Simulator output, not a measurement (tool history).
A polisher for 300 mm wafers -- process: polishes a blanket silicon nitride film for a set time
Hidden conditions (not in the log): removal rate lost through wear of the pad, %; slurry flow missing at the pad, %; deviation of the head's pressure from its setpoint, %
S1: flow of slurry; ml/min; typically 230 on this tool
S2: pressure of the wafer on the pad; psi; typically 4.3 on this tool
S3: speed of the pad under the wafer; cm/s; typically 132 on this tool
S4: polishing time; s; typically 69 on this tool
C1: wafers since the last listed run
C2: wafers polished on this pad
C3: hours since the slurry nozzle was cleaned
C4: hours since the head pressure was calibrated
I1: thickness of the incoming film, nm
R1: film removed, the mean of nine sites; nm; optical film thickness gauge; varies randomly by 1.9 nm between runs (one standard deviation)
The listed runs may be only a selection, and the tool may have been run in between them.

Run 1, hour 0: usual settings; C1 0; C2 257; C3 242.7; C4 886.2; I1 869.9. Result: R1 177.9 nm.
At hour 9.8: slurry nozzle cleaned.
Run 2, hour 11.6: usual settings; C1 96; C2 354; C3 1.8; C4 897.8; I1 857.9. Result: R1 184.7 nm.
Run 3, hour 23: usual settings; C1 104; C2 458; C3 13.2; C4 909.2; I1 861.7. Result: R1 178.1 nm.
At hour 33.7: worn pad replaced by a new one.
Run 4, hour 36.9: usual settings; C1 90; C2 29; C3 27.1; C4 923.1; I1 856.1. Result: R1 194 nm.
Run 5, hour 50.4: usual settings but S4 59 s; C1 123; C2 153; C3 40.6; C4 936.6; I1 869.5. Result: R1 167.8 nm.
Run 6, hour 63.1: usual settings but S4 59 s; C1 116; C2 269; C3 53.3; C4 949.3; I1 865.4. Result: R1 160.8 nm.
Run 7, hour 75.1: usual settings but S2 5.2 psi, S4 81 s; C1 109; C2 378; C3 65.3; C4 961.3; I1 874.8. Result: R1 250.1 nm.
At hour 90.6: worn pad replaced by a new one.
Run 8, hour 91.1: usual settings; C1 109; C2 4; C3 81.3; C4 977.3; I1 874.4. Result: R1 193.8 nm.
At hour 115.6: head pressure recalibrated.
Run 9, hour 123.7: usual settings; C1 279; C2 284; C3 113.9; C4 8.1; I1 870.2. Result: R1 186.7 nm.
Run 10, hour 140.5: usual settings but S1 200 ml/min, S3 114 cm/s; C1 153; C2 437; C3 130.7; C4 24.9; I1 879.4. Result: R1 157.3 nm.
At hour 147.4: worn pad replaced by a new one.
Run 11, hour 185.7: usual settings; C1 376; C2 350; C3 175.9; C4 70.1; I1 878.9. Result: R1 179.6 nm.
Run 12, hour 192.1: usual settings but S1 300 ml/min, S2 3.3 psi, S3 116 cm/s, S4 50 s; C1 58; C2 408; C3 182.3; C4 76.5; I1 867.2. Result: R1 99.9 nm.
Run 13, hour 205.1: usual settings but S2 5.7 psi, S4 49 s; C1 118; C2 527; C3 195.3; C4 89.5; I1 874.8. Result: R1 147.2 nm.
At hour 211.4: slurry nozzle cleaned.
At hour 218.1: worn pad replaced by a new one.
Run 14, hour 218.6: usual settings but S2 5 psi, S3 100 cm/s; C1 77; C2 4; C3 7.2; C4 103; I1 872.4. Result: R1 171.6 nm.

The next listed run, before its measurement:
Run 15, hour 233.4: usual settings but S4 59 s; C1 135; C2 139; C3 22; C4 117.8; I1 866. Result: R1 ?.

R1: 163 nm
Minus the tool's unlogged condition, the same run would have read R1 164.8 nm.
